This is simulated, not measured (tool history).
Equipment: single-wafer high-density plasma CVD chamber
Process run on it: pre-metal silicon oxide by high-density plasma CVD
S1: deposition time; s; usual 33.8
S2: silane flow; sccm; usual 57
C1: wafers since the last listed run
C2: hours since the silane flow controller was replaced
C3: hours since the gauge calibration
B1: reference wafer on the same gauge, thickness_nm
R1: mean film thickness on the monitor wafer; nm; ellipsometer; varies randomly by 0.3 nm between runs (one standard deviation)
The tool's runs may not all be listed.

run,hour,S1,S2,C1,C2,C3,B1,R1
1,0,36.7,57,0,2108.7,40,197.042,207.474
2,10.4,33.8,57,287,2119.1,50.4,197.099,191.817
3,25.3,33.8,57,411,2134,65.3,197.059,191.713
4,41,33.8,57,433,2149.7,81,197.05,191.392
5,57.9,33.8,57,466,2166.6,97.9,197.097,191.824
6,64.7,33.8,57,187,2173.4,104.7,196.926,191.48
7,73.2,33.8,57,234,2181.9,113.2,196.919,191.558
8,82.7,33.8,57,262,2191.4,122.7,197.03,190.941
9,91,38.4,48,229,2199.7,131,197.038,198.357
10,100,38.4,48,248,2208.7,140,197.032,198.201
11,112,33.8,57,331,2220.7,152,197.023,191.798
12,128.2,33.8,57,447,2236.9,168.2,196.832,191.653
13,144.9,33.8,57,461,2253.6,184.9,196.953,191.28
14,157.5,33.8,57,348,2266.2,197.5,197.135,191.144
15,171.2,33.8,57,378,2279.9,211.2,196.905,190.885
# hour 183.8: silane flow controller replaced
16,184.3,33.8,57,140,0.5,224.3,196.905,197.933
17,193.3,27.3,57,248,9.5,233.3,196.879,159.744
18,210.2,33.8,57,466,26.4,250.2,197.072,198.391
19,225.2,39.4,64,414,41.4,265.2,196.999,245.764
# hour 227.2: gauge calibrated
20,236.3,29,60,306,52.5,9.1,196.955,175.381
21,242.6,33.8,57,174,58.8,15.4,196.962,197.817
22,281.7,33.8,57,1080,97.9,54.5,197.104,198.223
23,295.7,37.9,62,386,111.9,68.5,196.936,232.396
24,306.6,30.7,67,301,122.8,79.4,196.993,197.401
25,318.1,40.1,64,317,134.3,90.9,197.066,250.639
26,332.1,35.5,61,386,148.3,104.9,197.017,216.204
27,341,33.8,57,245,157.2,113.8,197.055,197.555
28,355.8,29.2,51,408,172,128.6,196.944,160.743
29,366.7,33.8,57,301,182.9,139.5,197.077,197.512
30,383.8,36.3,54,472,200,156.6,196.934,206.033
31,400.4,35.9,53,458,216.6,173.2,197.095,201.791

What if the next run were any one of these 5? Each begins from the tool's condition after run 31:
A,400.8,40,57,11,217,173.6,?,?
B,400.8,28.1,57,11,217,173.6,?,?
C,400.8,36.5,50,11,217,173.6,?,?
D,400.8,38.5,49,11,217,173.6,?,?
E,400.8,29.4,63,11,217,173.6,?,?

run,B1,R1
A,196.974,233.672
B,196.974,164.155
C,196.974,198.497
D,196.974,207.154
E,196.974,181.918
What these runs would have given with no unlogged condition in the tool:
run,R1
A,234.397
B,164.664
C,199.113
D,207.797
E,182.483
